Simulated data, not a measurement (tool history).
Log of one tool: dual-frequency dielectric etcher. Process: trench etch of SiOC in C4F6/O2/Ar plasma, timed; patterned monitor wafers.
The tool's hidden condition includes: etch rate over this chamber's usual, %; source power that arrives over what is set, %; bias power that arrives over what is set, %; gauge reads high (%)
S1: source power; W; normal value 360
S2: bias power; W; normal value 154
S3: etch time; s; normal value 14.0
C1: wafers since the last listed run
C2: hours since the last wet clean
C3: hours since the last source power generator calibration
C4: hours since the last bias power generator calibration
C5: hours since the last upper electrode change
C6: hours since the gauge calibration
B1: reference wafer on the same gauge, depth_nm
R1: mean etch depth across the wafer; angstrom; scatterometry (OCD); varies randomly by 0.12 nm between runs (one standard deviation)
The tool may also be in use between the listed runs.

run 1 day=0.000 | S1=360 S2=154 S3=15.0 | C1=0 C2=325.8 C3=3172.1 C4=1703.5 C5=2839.7 C6=879.7 | B1=30.63 | R1=287.4
run 2 day=2.767 | S1=360 S2=154 S3=14.0 | C1=674 C2=392.2 C3=3238.5 C4=1769.9 C5=2906.1 C6=946.1 | B1=30.50 | R1=267.5
-- day=5.117 wet clean of the chamber
run 3 day=5.138 | S1=360 S2=154 S3=14.0 | C1=334 C2=0.5 C3=3295.4 C4=1826.8 C5=2963.0 C6=1003.0 | B1=30.42 | R1=267.8
run 4 day=7.162 | S1=360 S2=154 S3=14.0 | C1=494 C2=49.1 C3=3344.0 C4=1875.4 C5=3011.6 C6=1051.6 | B1=30.44 | R1=266.4
run 5 day=10.142 | S1=360 S2=154 S3=14.0 | C1=726 C2=120.6 C3=3415.5 C4=1946.9 C5=3083.1 C6=1123.1 | B1=30.29 | R1=266.3
run 6 day=12.479 | S1=360 S2=154 S3=12.0 | C1=570 C2=176.7 C3=3471.6 C4=2003.0 C5=3139.2 C6=1179.2 | B1=30.30 | R1=227.8
run 7 day=14.488 | S1=360 S2=154 S3=12.0 | C1=489 C2=224.9 C3=3519.8 C4=2051.2 C5=3187.4 C6=1227.4 | B1=30.22 | R1=226.9
run 8 day=16.562 | S1=320 S2=154 S3=16.0 | C1=506 C2=274.7 C3=3569.6 C4=2101.0 C5=3237.2 C6=1277.2 | B1=30.13 | R1=293.9
run 9 day=18.025 | S1=390 S2=154 S3=15.0 | C1=356 C2=309.8 C3=3604.7 C4=2136.1 C5=3272.3 C6=1312.3 | B1=30.14 | R1=287.2
-- day=19.742 gauge calibrated
-- day=21.217 upper electrode replaced
run 10 day=21.238 | S1=390 S2=154 S3=15.0 | C1=539 C2=386.9 C3=3681.8 C4=2213.2 C5=0.5 C6=35.9 | B1=31.39 | R1=298.2
run 11 day=23.875 | S1=360 S2=154 S3=14.0 | C1=643 C2=450.2 C3=3745.1 C4=2276.5 C5=63.8 C6=99.2 | B1=31.27 | R1=272.1
-- day=26.358 wet clean of the chamber
run 12 day=26.725 | S1=360 S2=154 S3=14.0 | C1=451 C2=8.8 C3=3813.5 C4=2344.9 C5=132.2 C6=167.6 | B1=31.21 | R1=271.7
run 13 day=28.579 | S1=360 S2=189 S3=14.0 | C1=452 C2=53.3 C3=3858.0 C4=2389.4 C5=176.7 C6=212.1 | B1=31.13 | R1=291.4
run 14 day=29.750 | S1=390 S2=138 S3=12.0 | C1=285 C2=81.4 C3=3886.1 C4=2417.5 C5=204.8 C6=240.2 | B1=31.09 | R1=229.9
run 15 day=33.883 | S1=360 S2=154 S3=14.0 | C1=1008 C2=180.6 C3=3985.3 C4=2516.7 C5=304.0 C6=339.4 | B1=31.00 | R1=272.0
-- day=34.446 source power generator calibrated
-- day=35.492 bias power generator calibrated
run 16 day=35.671 | S1=310 S2=136 S3=11.0 | C1=354 C2=223.5 C3=29.4 C4=4.3 C5=346.9 C6=382.3 | B1=31.03 | R1=197.8
run 17 day=37.833 | S1=390 S2=154 S3=15.0 | C1=527 C2=275.4 C3=81.3 C4=56.2 C5=398.8 C6=434.2 | B1=30.97 | R1=295.4
run 18 day=38.904 | S1=290 S2=135 S3=16.0 | C1=261 C2=301.1 C3=107.0 C4=81.9 C5=424.5 C6=459.9 | B1=30.89 | R1=284.0
run 19 day=41.525 | S1=360 S2=190 S3=14.0 | C1=639 C2=364.0 C3=169.9 C4=144.8 C5=487.4 C6=522.8 | B1=30.89 | R1=288.8
run 20 day=44.008 | S1=360 S2=133 S3=11.0 | C1=605 C2=423.6 C3=229.5 C4=204.4 C5=547.0 C6=582.4 | B1=30.80 | R1=202.2
-- day=45.696 wet clean of the chamber
run 21 day=45.717 | S1=360 S2=154 S3=15.5 | C1=172 C2=0.5 C3=270.5 C4=245.4 C5=588.0 C6=623.4 | B1=30.69 | R1=297.2

Each row is a separate what-if for the run after 21, all from the same tool condition, not one after another. Results?
run A day=45.733 | S1=360 S2=154 S3=14.0 | C1=4 C2=0.9 C3=270.9 C4=245.8 C5=588.4 C6=623.8 | B1=? | R1=?
run B day=45.733 | S1=360 S2=154 S3=11.0 | C1=4 C2=0.9 C3=270.9 C4=245.8 C5=588.4 C6=623.8 | B1=? | R1=?
run C day=45.733 | S1=430 S2=154 S3=15.5 | C1=4 C2=0.9 C3=270.9 C4=245.8 C5=588.4 C6=623.8 | B1=? | R1=?
run D day=45.733 | S1=320 S2=154 S3=14.0 | C1=4 C2=0.9 C3=270.9 C4=245.8 C5=588.4 C6=623.8 | B1=? | R1=?

run=A B1=30.76 R1=267.8
run=B B1=30.76 R1=210.4
run=C B1=30.76 R1=308.0
run=D B1=30.76 R1=261.6
With the hidden condition removed and each run's random variation left untouched, the same runs would have given:
run=A R1=273.5
run=B R1=214.9
run=C R1=314.6
run=D R1=267.1

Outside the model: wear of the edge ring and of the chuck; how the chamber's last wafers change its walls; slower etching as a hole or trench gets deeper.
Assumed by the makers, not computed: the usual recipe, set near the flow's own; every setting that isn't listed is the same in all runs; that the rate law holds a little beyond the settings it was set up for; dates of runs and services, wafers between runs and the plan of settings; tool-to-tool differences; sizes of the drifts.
